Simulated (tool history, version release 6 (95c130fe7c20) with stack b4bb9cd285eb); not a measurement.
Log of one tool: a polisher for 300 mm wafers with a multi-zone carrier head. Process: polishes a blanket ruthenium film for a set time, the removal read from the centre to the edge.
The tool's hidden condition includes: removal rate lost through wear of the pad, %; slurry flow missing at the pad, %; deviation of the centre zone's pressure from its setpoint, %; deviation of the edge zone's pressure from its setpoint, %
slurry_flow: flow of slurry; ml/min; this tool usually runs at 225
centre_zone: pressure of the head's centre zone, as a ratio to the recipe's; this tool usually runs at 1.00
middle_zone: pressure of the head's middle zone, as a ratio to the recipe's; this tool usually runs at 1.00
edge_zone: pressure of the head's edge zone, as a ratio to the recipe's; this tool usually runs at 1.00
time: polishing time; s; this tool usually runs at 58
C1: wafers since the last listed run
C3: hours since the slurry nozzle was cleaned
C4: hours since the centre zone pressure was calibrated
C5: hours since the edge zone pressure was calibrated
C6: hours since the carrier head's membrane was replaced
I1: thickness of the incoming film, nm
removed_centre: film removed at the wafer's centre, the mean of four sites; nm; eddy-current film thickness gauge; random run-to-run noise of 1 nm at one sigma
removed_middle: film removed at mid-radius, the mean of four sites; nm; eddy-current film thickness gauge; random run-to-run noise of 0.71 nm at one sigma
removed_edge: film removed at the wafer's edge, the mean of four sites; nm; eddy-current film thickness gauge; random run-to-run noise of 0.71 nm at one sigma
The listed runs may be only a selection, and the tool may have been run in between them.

Run 1, hour 0.0: usual settings; C1 0; wafers polished on this pad 1601; C3 155.9; C4 404.1; C5 618.4; C6 1033.0; I1 300.3. Result: removed_centre 92.3 nm, removed_middle 91.6 nm, removed_edge 87.9 nm.
At hour 24.0: carrier head's membrane replaced by a new one.
At hour 31.5: worn pad replaced by a new one.
Run 2, hour 33.0: usual settings; C1 232; wafers polished on this pad 14; C3 188.9; C4 437.1; C5 651.4; C6 9.0; I1 300.4. Result: removed_centre 89.9 nm, removed_middle 90.6 nm, removed_edge 87.0 nm.
Run 3, hour 64.4: usual settings; C1 304; wafers polished on this pad 319; C3 220.3; C4 468.5; C5 682.8; C6 40.4; I1 301.0. Result: removed_centre 92.0 nm, removed_middle 88.8 nm, removed_edge 87.3 nm.
Run 4, hour 92.3: usual settings; C1 270; wafers polished on this pad 589; C3 248.2; C4 496.4; C5 710.7; C6 68.3; I1 300.2. Result: removed_centre 91.4 nm, removed_middle 88.5 nm, removed_edge 88.4 nm.
Run 5, hour 121.6: usual settings but time 46 s; C1 284; wafers polished on this pad 874; C3 277.5; C4 525.7; C5 740.0; C6 97.6; I1 295.2. Result: removed_centre 72.7 nm, removed_middle 70.1 nm, removed_edge 69.7 nm.
Run 6, hour 158.8: usual settings but middle_zone 0.96, edge_zone 1.04, time 51 s; C1 360; wafers polished on this pad 1234; C3 314.7; C4 562.9; C5 777.2; C6 134.8; I1 298.1. Result: removed_centre 79.1 nm, removed_middle 75.1 nm, removed_edge 78.2 nm.
Run 7, hour 175.7: usual settings but middle_zone 1.04, time 73 s; C1 163; wafers polished on this pad 1398; C3 331.6; C4 579.8; C5 794.1; C6 151.7; I1 297.7. Result: removed_centre 115.3 nm, removed_middle 114.0 nm, removed_edge 109.7 nm.
At hour 229.7: worn pad replaced by a new one.
Run 8, hour 261.0: usual settings but slurry_flow 165 ml/min, middle_zone 0.95, edge_zone 0.94; C1 788; wafers polished on this pad 303; C3 416.9; C4 665.1; C5 879.4; C6 237.0; I1 295.9. Result: removed_centre 80.2 nm, removed_middle 78.0 nm, removed_edge 78.8 nm.
Run 9, hour 294.9: usual settings but centre_zone 1.04, edge_zone 1.12, time 47 s; C1 328; wafers polished on this pad 631; C3 450.8; C4 699.0; C5 913.3; C6 270.9; I1 296.5. Result: removed_centre 74.3 nm, removed_middle 69.2 nm, removed_edge 72.8 nm.
At hour 303.8: centre zone pressure recalibrated.
Run 10, hour 309.8: usual settings; C1 125; wafers polished on this pad 757; C3 465.7; C4 6.0; C5 928.2; C6 285.8; I1 301.8. Result: removed_centre 88.0 nm, removed_middle 84.8 nm, removed_edge 85.1 nm.
Run 11, hour 327.0: usual settings but centre_zone 1.11, middle_zone 1.08, edge_zone 0.93; C1 166; wafers polished on this pad 923; C3 482.9; C4 23.2; C5 945.4; C6 303.0; I1 298.2. Result: removed_centre 94.0 nm, removed_middle 90.3 nm, removed_edge 82.0 nm.
At hour 346.5: slurry nozzle cleaned.
Run 12, hour 349.2: usual settings but edge_zone 0.95; C1 205; wafers polished on this pad 1129; C3 2.7; C4 45.4; C5 967.6; C6 325.2; I1 304.8. Result: removed_centre 93.5 nm, removed_middle 91.4 nm, removed_edge 87.2 nm.
Run 13, hour 367.7: usual settings but slurry_flow 150 ml/min, centre_zone 1.11; C1 179; wafers polished on this pad 1308; C3 21.2; C4 63.9; C5 986.1; C6 343.7; I1 295.8. Result: removed_centre 92.8 nm, removed_middle 83.9 nm, removed_edge 83.4 nm.
At hour 386.2: edge zone pressure recalibrated.
Run 14, hour 397.8: usual settings but centre_zone 1.08, middle_zone 0.96, edge_zone 0.96, time 65 s; C1 272; wafers polished on this pad 1581; C3 51.3; C4 94.0; C5 11.6; C6 373.8; I1 302.4. Result: removed_centre 109.6 nm, removed_middle 99.6 nm, removed_edge 97.4 nm.
Run 15, hour 409.9: usual settings; C1 117; wafers polished on this pad 1698; C3 63.4; C4 106.1; C5 23.7; C6 385.9; I1 294.5. Result: removed_centre 91.6 nm, removed_middle 90.8 nm, removed_edge 88.5 nm.
At hour 416.2: worn pad replaced by a new one.
Run 16, hour 428.3: usual settings but slurry_flow 280 ml/min, edge_zone 1.12; C1 139; wafers polished on this pad 117; C3 81.8; C4 124.5; C5 42.1; C6 404.3; I1 298.9. Result: removed_centre 94.7 nm, removed_middle 93.7 nm, removed_edge 94.4 nm.
Run 17, hour 457.5: usual settings; C1 283; wafers polished on this pad 400; C3 111.0; C4 153.7; C5 71.3; C6 433.5; I1 298.3. Result: removed_centre 92.0 nm, removed_middle 91.4 nm, removed_edge 88.2 nm.
Run 18, hour 492.4: usual settings but edge_zone 1.04, time 67 s; C1 338; wafers polished on this pad 739; C3 145.9; C4 188.6; C5 106.2; C6 468.4; I1 297.5. Result: removed_centre 105.9 nm, removed_middle 102.9 nm, removed_edge 102.8 nm.
Run 19, hour 508.7: usual settings but time 43 s; C1 158; wafers polished on this pad 897; C3 162.2; C4 204.9; C5 122.5; C6 484.7; I1 295.5. Result: removed_centre 68.6 nm, removed_middle 67.6 nm, removed_edge 65.5 nm.
Run 20, hour 527.0: usual settings but slurry_flow 200 ml/min, time 46 s; C1 177; wafers polished on this pad 1074; C3 180.5; C4 223.2; C5 140.8; C6 503.0; I1 301.9. Result: removed_centre 71.4 nm, removed_middle 70.9 nm, removed_edge 69.4 nm.
Run 21, hour 548.6: usual settings; C1 209; wafers polished on this pad 1284; C3 202.1; C4 244.8; C5 162.4; C6 524.6; I1 306.5. Result: removed_centre 92.0 nm, removed_middle 90.5 nm, removed_edge 87.2 nm.
Run 22, hour 574.8: usual settings but slurry_flow 275 ml/min, middle_zone 0.89; C1 254; wafers polished on this pad 1538; C3 228.3; C4 271.0; C5 188.6; C6 550.8; I1 297.9. Result: removed_centre 94.8 nm, removed_middle 86.0 nm, removed_edge 90.3 nm.
Run 23, hour 601.6: usual settings but slurry_flow 160 ml/min; C1 259; wafers polished on this pad 1798; C3 255.1; C4 297.8; C5 215.4; C6 577.6; I1 301.3. Result: removed_centre 85.3 nm, removed_middle 82.8 nm, removed_edge 83.7 nm.

Run-by-run hidden state of the tool:
removal rate lost through wear of the pad, %: 0, the same for each run
deviation of the centre zone's pressure from its setpoint, %: 0, the same for each run
deviation of the edge zone's pressure from its setpoint, %: 0, the same for each run
H1: slurry flow missing at the pad, %
run    H1
  1  8.14
  2  9.48
  3    11
  4  12.5
  5  14.4
  6    17
  7  18.3
  8  25.8
  9  29.3
 10  30.9
 11  32.8
 12  3.74
 13   3.8
 14  4.05
 15  4.22
 16  4.54
 17   5.2
 18  6.26
 19  6.86
 20   7.6
 21  8.57
 22  9.91
 23  11.4

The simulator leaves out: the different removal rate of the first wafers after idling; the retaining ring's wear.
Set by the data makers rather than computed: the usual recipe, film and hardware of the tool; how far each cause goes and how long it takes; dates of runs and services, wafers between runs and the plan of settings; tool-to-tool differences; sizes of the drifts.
